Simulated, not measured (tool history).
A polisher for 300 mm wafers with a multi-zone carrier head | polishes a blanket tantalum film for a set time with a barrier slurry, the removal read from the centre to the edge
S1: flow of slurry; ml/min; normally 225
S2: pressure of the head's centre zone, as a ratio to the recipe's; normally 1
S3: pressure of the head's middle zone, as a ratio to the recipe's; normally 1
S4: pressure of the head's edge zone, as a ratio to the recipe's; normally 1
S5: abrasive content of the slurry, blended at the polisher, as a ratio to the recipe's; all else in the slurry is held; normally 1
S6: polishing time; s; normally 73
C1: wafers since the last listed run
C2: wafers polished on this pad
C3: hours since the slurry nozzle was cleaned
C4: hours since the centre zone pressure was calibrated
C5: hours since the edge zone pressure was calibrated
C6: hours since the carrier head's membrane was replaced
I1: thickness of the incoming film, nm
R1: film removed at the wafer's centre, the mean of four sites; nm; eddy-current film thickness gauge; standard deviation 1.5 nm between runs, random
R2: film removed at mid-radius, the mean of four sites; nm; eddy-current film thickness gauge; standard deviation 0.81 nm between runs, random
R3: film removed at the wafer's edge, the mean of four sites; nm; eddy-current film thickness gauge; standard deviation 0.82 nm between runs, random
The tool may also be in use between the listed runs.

| run | hour | S1 | S2 | S3 | S4 | S5 | S6 | C1 | C2 | C3 | C4 | C5 | C6 | I1 | R1 | R2 | R3 |
|---|---|---|---|---|---|---|---|---|---|---|---|---|---|---|---|---|---|
| 1 | 0 | 225 | 1 | 1 | 1 | 1 | 73 | 0 | 2279 | 761.4 | 913.3 | 87.3 | 964.3 | 312.5 | 91.1 | 90.3 | 89.1 |
|  | 16.8 | centre zone pressure recalibrated |
|  | 26.4 | slurry nozzle cleaned |
| 2 | 65.3 | 225 | 1 | 1 | 1 | 1 | 73 | 668 | 2947 | 38.9 | 48.5 | 152.6 | 1029.6 | 316.3 | 96.7 | 92.8 | 92.7 |
|  | 168 | worn pad replaced by a new one |
| 3 | 171.2 | 225 | 1 | 1 | 1 | 1 | 73 | 1093 | 34 | 144.8 | 154.4 | 258.5 | 1135.5 | 308.5 | 107 | 103.6 | 103.1 |
| 4 | 238.9 | 225 | 0.97 | 1.04 | 1 | 1 | 73 | 726 | 761 | 212.5 | 222.1 | 326.2 | 1203.2 | 307.9 | 95.3 | 104 | 98.1 |
| 5 | 317.8 | 225 | 1 | 1 | 1 | 1 | 73 | 846 | 1608 | 291.4 | 301 | 405.1 | 1282.1 | 312.8 | 97.4 | 96.7 | 93 |
| 6 | 354.6 | 195 | 1 | 1 | 1 | 1.25 | 73 | 394 | 2003 | 328.2 | 337.8 | 441.9 | 1318.9 | 311 | 98.6 | 98.5 | 96.9 |
| 7 | 432.5 | 225 | 1 | 1.05 | 0.91 | 1 | 73 | 836 | 2839 | 406.1 | 415.7 | 519.8 | 1396.8 | 308.1 | 92.8 | 95.2 | 86.8 |
| 8 | 525.1 | 225 | 1 | 1 | 1 | 1 | 73 | 993 | 3832 | 498.7 | 508.3 | 612.4 | 1489.4 | 307.2 | 90.9 | 90.9 | 90.1 |
| 9 | 610.2 | 225 | 1 | 1 | 1 | 1 | 73 | 913 | 4746 | 583.8 | 593.4 | 697.5 | 1574.5 | 304.9 | 88.6 | 89.3 | 89.1 |
|  | 624.4 | worn pad replaced by a new one |
| 10 | 665.1 | 225 | 0.93 | 1.08 | 0.96 | 0.85 | 73 | 546 | 436 | 638.7 | 648.3 | 752.4 | 1629.4 | 309.1 | 87.9 | 100.4 | 92.2 |

What does the tool deliver on the next run?
|  | 756.8 | carrier head's membrane replaced by a new one |
| 11 | 757.3 | 225 | 1 | 1 | 1 | 1 | 73 | 935 | 1372 | 730.9 | 740.5 | 844.6 | 0.5 | 311.1 | ? | ? | ? |

Run 11 measured R1 93.8 nm, R2 95 nm, R3 94.2 nm.
The same run, on a tool lacking any hidden state, would have yielded R1 106.6 nm, R2 107.4 nm, R3 105.3 nm.
